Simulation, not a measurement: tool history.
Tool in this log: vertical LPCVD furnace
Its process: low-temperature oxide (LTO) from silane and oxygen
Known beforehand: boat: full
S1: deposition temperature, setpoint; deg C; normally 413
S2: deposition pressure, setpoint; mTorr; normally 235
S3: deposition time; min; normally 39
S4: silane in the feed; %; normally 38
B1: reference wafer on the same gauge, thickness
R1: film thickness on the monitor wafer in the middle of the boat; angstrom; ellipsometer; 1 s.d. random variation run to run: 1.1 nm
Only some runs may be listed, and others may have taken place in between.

run    hour   S1   S2    S3  S4      B1      R1
  1       0  413  235    39  38  357.81  3908.5
  2    60.4  413  235    39  38  357.84  3918.7
  3   173.6  413  235    39  44  358.01  4676.9
  4   250.6  413  235    39  38  357.96  3949.1
  5   351.9  413  235    39  38   358.1  3931.9
  6   418.8  413  235    39  38  357.79  3951.1
      468.7  -- thermocouples replaced and temperature profile calibrated
      488.8  -- gauge calibrated
  7   517.4  413  270    50  38  358.28  5563.5
      569.3  -- silane flow controller replaced
  8   569.8  413  235    39  38  357.73    3935
  9   594.1  413  235    39  38  357.89  3926.7
 10   687.8  413  235    39  38   357.8  3934.8
 11   739.2  406  220    39  38  358.07  3412.2
 12   830.3  413  235    39  45  358.05  4736.3
 13   905.4  413  235  43.5  38  358.32  4349.5
      986.9  -- pressure gauge zeroed
 14  1011.3  413  235  29.5  35  358.24  2651.9
 15  1095.5  407  280    39  38     358    4377
 16  1158.8  413  185    39  43  358.01  3540.1
 17  1302.1  406  220    39  38  357.74  3362.7
 18  1398.2  420  235    39  38   358.1  4171.8

The next listed run, before its measurement:
 19  1453.8  413  235  39  38   ?   ?

B1: 357.58
R1: 3856.6 angstrom
Minus the tool's unlogged condition, the same run would have read R1 3910.9 angstrom.
